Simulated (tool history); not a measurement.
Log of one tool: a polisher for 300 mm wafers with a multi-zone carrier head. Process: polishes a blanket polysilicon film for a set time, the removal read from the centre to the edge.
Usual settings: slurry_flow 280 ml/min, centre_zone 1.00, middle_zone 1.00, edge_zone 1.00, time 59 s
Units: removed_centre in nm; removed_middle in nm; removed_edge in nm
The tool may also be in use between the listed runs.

| run | hour | slurry_flow | centre_zone | middle_zone | edge_zone | time | wafers since the last listed run | wafers polished on this pad | hours since the slurry nozzle was cleaned | hours since the centre zone pressure was calibrated | hours since the edge zone pressure was calibrated | hours since the carrier head's membrane was replaced | incoming thickness of the incoming film, nm | removed_centre | removed_middle | removed_edge |
|---|---|---|---|---|---|---|---|---|---|---|---|---|---|---|---|---|
| 1 | 0.0 | 280 | 1.00 | 1.00 | 1.00 | 59 | 0 | 693 | 336.0 | 209.5 | 850.9 | 470.1 | 2120.5 | 585.8 | 558.2 | 556.8 |
|  | 4.5 | slurry nozzle cleaned |
|  | 99.1 | worn pad replaced by a new one |
|  | 100.5 | centre zone pressure recalibrated |
| 2 | 101.0 | 280 | 1.00 | 1.00 | 1.00 | 59 | 970 | 4 | 96.5 | 0.5 | 951.9 | 571.1 | 2095.6 | 552.1 | 562.6 | 567.0 |
| 3 | 127.7 | 280 | 1.00 | 1.00 | 1.08 | 75 | 274 | 279 | 123.2 | 27.2 | 978.6 | 597.8 | 2096.7 | 697.9 | 726.4 | 718.4 |
| 4 | 149.3 | 280 | 1.00 | 1.00 | 1.08 | 75 | 221 | 500 | 144.8 | 48.8 | 1000.2 | 619.4 | 2137.3 | 693.5 | 712.8 | 722.4 |
| 5 | 166.8 | 280 | 1.00 | 1.00 | 1.08 | 75 | 179 | 680 | 162.3 | 66.3 | 1017.7 | 636.9 | 2141.0 | 713.3 | 690.3 | 720.7 |
| 6 | 202.2 | 280 | 1.00 | 1.00 | 1.00 | 59 | 363 | 1043 | 197.7 | 101.7 | 1053.1 | 672.3 | 2115.0 | 546.2 | 545.3 | 534.2 |
| 7 | 220.7 | 280 | 1.00 | 1.00 | 1.00 | 59 | 189 | 1233 | 216.2 | 120.2 | 1071.6 | 690.8 | 2096.3 | 530.9 | 541.6 | 543.6 |
| 8 | 235.5 | 280 | 1.07 | 1.00 | 1.00 | 59 | 151 | 1385 | 231.0 | 135.0 | 1086.4 | 705.6 | 2114.4 | 563.1 | 533.3 | 514.8 |
| 9 | 250.1 | 280 | 1.00 | 1.00 | 1.00 | 59 | 149 | 1535 | 245.6 | 149.6 | 1101.0 | 720.2 | 2093.6 | 525.9 | 528.4 | 516.6 |
|  | 262.0 | worn pad replaced by a new one |
| 10 | 263.1 | 280 | 1.04 | 0.91 | 1.00 | 59 | 92 | 11 | 258.6 | 162.6 | 1114.0 | 733.2 | 2117.6 | 602.3 | 536.6 | 559.8 |
|  | 292.1 | edge zone pressure recalibrated |
|  | 344.5 | carrier head's membrane replaced by a new one |
| 11 | 349.0 | 255 | 1.00 | 1.00 | 1.00 | 39 | 809 | 821 | 344.5 | 248.5 | 56.9 | 4.5 | 2138.9 | 389.9 | 362.4 | 354.4 |
| 12 | 370.8 | 280 | 0.92 | 1.05 | 1.00 | 59 | 223 | 1045 | 366.3 | 270.3 | 78.7 | 26.3 | 2102.9 | 539.1 | 564.5 | 545.7 |
|  | 381.5 | slurry nozzle cleaned |
|  | 383.7 | centre zone pressure recalibrated |
| 13 | 385.2 | 280 | 0.89 | 1.00 | 1.00 | 59 | 116 | 1162 | 3.7 | 1.5 | 93.1 | 40.7 | 2124.9 | 464.1 | 533.9 | 540.5 |
|  | 428.5 | worn pad replaced by a new one |
| 14 | 490.2 | 280 | 1.00 | 0.88 | 1.05 | 59 | 1036 | 632 | 108.7 | 106.5 | 198.1 | 145.7 | 2080.9 | 564.4 | 498.3 | 552.4 |
| 15 | 509.3 | 280 | 1.00 | 1.00 | 1.00 | 59 | 196 | 828 | 127.8 | 125.6 | 217.2 | 164.8 | 2138.8 | 548.9 | 553.9 | 540.5 |
| 16 | 537.1 | 345 | 1.00 | 1.00 | 1.00 | 59 | 285 | 1114 | 155.6 | 153.4 | 245.0 | 192.6 | 2142.4 | 548.5 | 550.9 | 545.6 |
| 17 | 567.8 | 280 | 1.00 | 1.00 | 1.05 | 59 | 315 | 1429 | 186.3 | 184.1 | 275.7 | 223.3 | 2129.8 | 530.7 | 531.8 | 533.5 |
| 18 | 590.3 | 280 | 1.00 | 1.00 | 1.06 | 59 | 230 | 1660 | 208.8 | 206.6 | 298.2 | 245.8 | 2124.1 | 533.2 | 520.1 | 511.8 |
| 19 | 614.0 | 280 | 1.06 | 1.05 | 0.92 | 59 | 243 | 1903 | 232.5 | 230.3 | 321.9 | 269.5 | 2152.2 | 549.7 | 514.2 | 478.9 |
|  | 625.0 | worn pad replaced by a new one |
| 20 | 637.8 | 205 | 1.00 | 0.91 | 1.04 | 59 | 203 | 130 | 256.3 | 254.1 | 345.7 | 293.3 | 2105.4 | 560.8 | 492.0 | 539.1 |
| 21 | 659.0 | 280 | 1.00 | 1.00 | 1.00 | 78 | 217 | 348 | 277.5 | 275.3 | 366.9 | 314.5 | 2107.4 | 798.2 | 739.0 | 731.6 |

Measured less the same run without the tool's hidden state. The same run-to-run variation is in both; the gauge's scatter may not be:
The hidden state here: removal rate lost through wear of the pad, %; slurry flow missing at the pad, %; deviation of the centre zone's pressure from its setpoint, %; deviation of the edge zone's pressure from its setpoint, %.
| run | removed_centre | removed_middle | removed_edge |
|---|---|---|---|
| 1 | +24.1 | -11.0 | -10.8 |
| 2 | -9.0 | -5.2 | -5.3 |
| 3 | -12.7 | -8.7 | -8.6 |
| 4 | -15.2 | -12.6 | -12.8 |
| 5 | -18.8 | -17.0 | -17.7 |
| 6 | -21.9 | -24.9 | -24.4 |
| 7 | -26.4 | -32.8 | -32.9 |
| 8 | -33.4 | -39.8 | -38.4 |
| 9 | -36.6 | -47.9 | -46.7 |
| 10 | +13.3 | -0.9 | -0.9 |
| 11 | +14.4 | -9.9 | -9.5 |
| 12 | +19.2 | -23.7 | -22.7 |
| 13 | -28.7 | -28.6 | -28.9 |
| 14 | -13.9 | -15.2 | -16.8 |
| 15 | -15.7 | -22.1 | -21.6 |
| 16 | -20.7 | -32.3 | -31.9 |
| 17 | -28.1 | -46.3 | -46.4 |
| 18 | -36.1 | -59.2 | -58.0 |
| 19 | -48.4 | -76.0 | -70.6 |
| 20 | +26.8 | -8.7 | -9.4 |
| 21 | +45.1 | -15.7 | -15.2 |
